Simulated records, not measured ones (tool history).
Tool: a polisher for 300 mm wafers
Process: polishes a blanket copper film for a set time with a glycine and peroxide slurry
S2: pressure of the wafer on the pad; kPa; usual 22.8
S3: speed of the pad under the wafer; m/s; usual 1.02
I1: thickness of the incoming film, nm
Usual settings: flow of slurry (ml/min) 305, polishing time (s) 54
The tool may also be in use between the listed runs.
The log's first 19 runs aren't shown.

run 20 day=42.638 | flow_of_slurry_(ml/min)=275 S2=22.8 S3=0.76 polishing_time_(s)=54 | I1=1072.2 | film_removed_(Å)=2968
run 21 day=45.521 | flow_of_slurry_(ml/min)=360 S2=22.8 S3=1.24 polishing_time_(s)=63 | I1=1060.8 | film_removed_(Å)=5231
run 22 day=47.975 | flow_of_slurry_(ml/min)=305 S2=22.8 S3=0.76 polishing_time_(s)=65 | I1=1077.7 | film_removed_(Å)=3668
run 23 day=49.625 | flow_of_slurry_(ml/min)=305 S2=20.7 S3=1.02 polishing_time_(s)=54 | I1=1062.2 | film_removed_(Å)=3542
-- day=50.288 slurry nozzle cleaned
-- day=50.762 worn pad replaced by a new one
-- day=51.354 head pressure recalibrated
run 24 day=52.554 | flow_of_slurry_(ml/min)=305 S2=19.3 S3=1.02 polishing_time_(s)=61 | I1=1075.1 | film_removed_(Å)=3888
run 25 day=58.125 | flow_of_slurry_(ml/min)=210 S2=29.6 S3=1.26 polishing_time_(s)=35 | I1=1061.4 | film_removed_(Å)=3364
run 26 day=61.038 | flow_of_slurry_(ml/min)=305 S2=22.8 S3=1.02 polishing_time_(s)=54 | I1=1046.5 | film_removed_(Å)=3798
run 27 day=62.162 | flow_of_slurry_(ml/min)=275 S2=22.8 S3=1.02 polishing_time_(s)=66 | I1=1064.5 | film_removed_(Å)=4532
run 28 day=64.683 | flow_of_slurry_(ml/min)=265 S2=22.8 S3=1.36 polishing_time_(s)=67 | I1=1044.6 | film_removed_(Å)=5904
-- day=66.542 worn pad replaced by a new one
run 29 day=66.683 | flow_of_slurry_(ml/min)=305 S2=29.6 S3=1.36 polishing_time_(s)=54 | I1=1056.9 | film_removed_(Å)=5742
run 30 day=68.571 | flow_of_slurry_(ml/min)=230 S2=22.8 S3=1.02 polishing_time_(s)=60 | I1=1054.0 | film_removed_(Å)=4094

The next listed run, before its measurement:
-- day=71.321 slurry nozzle cleaned
-- day=71.500 head pressure recalibrated
run 31 day=72.767 | flow_of_slurry_(ml/min)=305 S2=22.8 S3=1.02 polishing_time_(s)=54 | I1=1064.6 | film_removed_(Å)=?

{"run 31": {"film removed (Å)": 3846}}
Without the tool's hidden state the same run would have given film removed (Å) 3882.

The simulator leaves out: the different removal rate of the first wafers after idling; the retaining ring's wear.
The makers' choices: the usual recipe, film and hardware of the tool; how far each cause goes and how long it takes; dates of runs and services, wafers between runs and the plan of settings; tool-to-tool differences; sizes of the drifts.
